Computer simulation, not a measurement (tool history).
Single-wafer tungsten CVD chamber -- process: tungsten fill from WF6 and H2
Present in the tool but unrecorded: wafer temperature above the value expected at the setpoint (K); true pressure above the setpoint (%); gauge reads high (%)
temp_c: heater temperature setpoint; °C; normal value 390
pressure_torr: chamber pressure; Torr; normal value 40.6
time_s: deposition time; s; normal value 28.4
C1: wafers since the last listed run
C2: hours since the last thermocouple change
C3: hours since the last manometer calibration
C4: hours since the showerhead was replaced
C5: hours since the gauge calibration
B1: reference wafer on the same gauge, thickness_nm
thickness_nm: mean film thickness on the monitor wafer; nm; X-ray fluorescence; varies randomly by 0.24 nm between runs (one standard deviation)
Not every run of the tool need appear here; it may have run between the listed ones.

run 1 day=0 | temp_c=390 pressure_torr=40.6 time_s=28.4 | C1=0 C2=1253.1 C3=1988.4 C4=4064.3 C5=348.3 | B1=87.602 | thickness_nm=71.747
run 2 day=0.696 | temp_c=390 pressure_torr=40.6 time_s=28.4 | C1=518 C2=1269.8 C3=2005.1 C4=4081 C5=365 | B1=87.632 | thickness_nm=71.837
run 3 day=0.996 | temp_c=390 pressure_torr=40.6 time_s=28.4 | C1=223 C2=1277 C3=2012.3 C4=4088.2 C5=372.2 | B1=87.639 | thickness_nm=71.824
run 4 day=1.6 | temp_c=390 pressure_torr=40.6 time_s=28.4 | C1=449 C2=1291.5 C3=2026.8 C4=4102.7 C5=386.7 | B1=87.579 | thickness_nm=71.965
run 5 day=2.167 | temp_c=390 pressure_torr=40.6 time_s=28.4 | C1=421 C2=1305.1 C3=2040.4 C4=4116.3 C5=400.3 | B1=87.635 | thickness_nm=71.697
run 6 day=2.754 | temp_c=390 pressure_torr=40.6 time_s=28.4 | C1=437 C2=1319.2 C3=2054.5 C4=4130.4 C5=414.4 | B1=87.695 | thickness_nm=72.06
run 7 day=3.154 | temp_c=390 pressure_torr=40.6 time_s=28.4 | C1=297 C2=1328.8 C3=2064.1 C4=4140 C5=424 | B1=87.529 | thickness_nm=71.835
-- day=3.804 gauge calibrated
-- day=3.867 showerhead replaced
run 8 day=3.888 | temp_c=390 pressure_torr=40.6 time_s=28.4 | C1=297 C2=1346.4 C3=2081.7 C4=0.5 C5=2 | B1=87.585 | thickness_nm=71.094
run 9 day=4.354 | temp_c=390 pressure_torr=36.7 time_s=25 | C1=347 C2=1357.6 C3=2092.9 C4=11.7 C5=13.2 | B1=87.57 | thickness_nm=61.092
run 10 day=4.896 | temp_c=390 pressure_torr=46.3 time_s=28.4 | C1=403 C2=1370.6 C3=2105.9 C4=24.7 C5=26.2 | B1=87.491 | thickness_nm=74.335
run 11 day=5.617 | temp_c=390 pressure_torr=46.3 time_s=28.4 | C1=536 C2=1387.9 C3=2123.2 C4=42 C5=43.5 | B1=87.707 | thickness_nm=74.006
run 12 day=6.246 | temp_c=390 pressure_torr=33.6 time_s=30.2 | C1=468 C2=1403 C3=2138.3 C4=57.1 C5=58.6 | B1=87.569 | thickness_nm=72.405
run 13 day=6.888 | temp_c=394 pressure_torr=40.6 time_s=28.4 | C1=477 C2=1418.4 C3=2153.7 C4=72.5 C5=74 | B1=87.602 | thickness_nm=76.244
run 14 day=7.354 | temp_c=390 pressure_torr=45.9 time_s=23.1 | C1=347 C2=1429.6 C3=2164.9 C4=83.7 C5=85.2 | B1=87.657 | thickness_nm=59.91
run 15 day=8.062 | temp_c=375 pressure_torr=36.1 time_s=23 | C1=527 C2=1446.6 C3=2181.9 C4=100.7 C5=102.2 | B1=87.645 | thickness_nm=42.431
run 16 day=8.679 | temp_c=390 pressure_torr=40.6 time_s=28.4 | C1=459 C2=1461.4 C3=2196.7 C4=115.5 C5=117 | B1=87.492 | thickness_nm=70.74
run 17 day=8.942 | temp_c=384 pressure_torr=31 time_s=28.4 | C1=195 C2=1467.7 C3=2203 C4=121.8 C5=123.3 | B1=87.608 | thickness_nm=59.553
run 18 day=9.25 | temp_c=390 pressure_torr=45.5 time_s=23.2 | C1=229 C2=1475.1 C3=2210.4 C4=129.2 C5=130.7 | B1=87.695 | thickness_nm=60.162
run 19 day=9.846 | temp_c=390 pressure_torr=40.6 time_s=31.1 | C1=443 C2=1489.4 C3=2224.7 C4=143.5 C5=145 | B1=87.615 | thickness_nm=77.626
run 20 day=10.1 | temp_c=390 pressure_torr=36.7 time_s=30 | C1=189 C2=1495.5 C3=2230.8 C4=149.6 C5=151.1 | B1=87.534 | thickness_nm=72.613
run 21 day=10.404 | temp_c=394 pressure_torr=49.5 time_s=33.6 | C1=226 C2=1502.8 C3=2238.1 C4=156.9 C5=158.4 | B1=87.668 | thickness_nm=95.427
-- day=10.992 thermocouple changed; heater temperature recalibrated
run 22 day=11.071 | temp_c=394 pressure_torr=34.3 time_s=32.3 | C1=248 C2=1.9 C3=2254.1 C4=172.9 C5=174.4 | B1=87.56 | thickness_nm=90.077
-- day=11.612 capacitance manometer re-zeroed and calibrated
run 23 day=11.633 | temp_c=390 pressure_torr=45.5 time_s=23.2 | C1=170 C2=15.4 C3=0.5 C4=186.4 C5=187.9 | B1=87.535 | thickness_nm=65.411
run 24 day=12.312 | temp_c=390 pressure_torr=40.6 time_s=25.8 | C1=505 C2=31.7 C3=16.8 C4=202.7 C5=204.2 | B1=87.609 | thickness_nm=70.231
run 25 day=12.942 | temp_c=375 pressure_torr=36.3 time_s=31.3 | C1=468 C2=46.8 C3=31.9 C4=217.8 C5=219.3 | B1=87.585 | thickness_nm=63.638
run 26 day=13.621 | temp_c=390 pressure_torr=40.6 time_s=23.2 | C1=505 C2=63.1 C3=48.2 C4=234.1 C5=235.6 | B1=87.649 | thickness_nm=63.123
run 27 day=14.354 | temp_c=390 pressure_torr=40.6 time_s=28.4 | C1=546 C2=80.7 C3=65.8 C4=251.7 C5=253.2 | B1=87.643 | thickness_nm=76.953
run 28 day=15.038 | temp_c=384 pressure_torr=45.5 time_s=22.8 | C1=508 C2=97.1 C3=82.2 C4=268.1 C5=269.6 | B1=87.571 | thickness_nm=57.701
run 29 day=15.571 | temp_c=396 pressure_torr=31.8 time_s=32.4 | C1=397 C2=109.9 C3=95 C4=280.9 C5=282.4 | B1=87.579 | thickness_nm=90.892
run 30 day=16.162 | temp_c=390 pressure_torr=32.9 time_s=28.4 | C1=440 C2=124.1 C3=109.2 C4=295.1 C5=296.6 | B1=87.629 | thickness_nm=73.2
run 31 day=16.662 | temp_c=390 pressure_torr=40.6 time_s=28.4 | C1=372 C2=136.1 C3=121.2 C4=307.1 C5=308.6 | B1=87.615 | thickness_nm=77.066
run 32 day=17.096 | temp_c=384 pressure_torr=31 time_s=28.4 | C1=322 C2=146.5 C3=131.6 C4=317.5 C5=319 | B1=87.497 | thickness_nm=64.754
run 33 day=17.767 | temp_c=390 pressure_torr=48 time_s=25.6 | C1=499 C2=162.6 C3=147.7 C4=333.6 C5=335.1 | B1=87.706 | thickness_nm=72.731
run 34 day=18.329 | temp_c=376 pressure_torr=45.1 time_s=24.5 | C1=418 C2=176.1 C3=161.2 C4=347.1 C5=348.6 | B1=87.583 | thickness_nm=53.491
-- day=18.342 gauge calibrated
run 35 day=18.588 | temp_c=375 pressure_torr=44.4 time_s=22.9 | C1=192 C2=182.3 C3=167.4 C4=353.3 C5=5.9 | B1=87.59 | thickness_nm=49.027

For each entry between runs, how does the tool's hidden state at the last listed run before it compare with that at the first listed run after it?
From run 7 to run 8: gauge calibrated (day 3.804); showerhead replaced (day 3.867)
  wafer temperature above the value expected at the setpoint (K): -4.66 -> -4.71
  measured value less the no-hidden-state value, thickness_nm: -6.031 -> -6.038 nm
From run 21 to run 22: thermocouple changed; heater temperature recalibrated (day 10.992)
  wafer temperature above the value expected at the setpoint (K): -5.17 -> -0.128
  measured value less the no-hidden-state value, thickness_nm: -8.677 -> -0.192 nm
From run 22 to run 23: capacitance manometer re-zeroed and calibrated (day 11.612)
  wafer temperature above the value expected at the setpoint (K): -0.128 -> -0.168
  measured value less the no-hidden-state value, thickness_nm: -0.192 -> -0.189 nm
From run 34 to run 35: gauge calibrated (day 18.342)
  wafer temperature above the value expected at the setpoint (K): -0.639 -> -0.657
  measured value less the no-hidden-state value, thickness_nm: -0.623 -> -0.588 nm
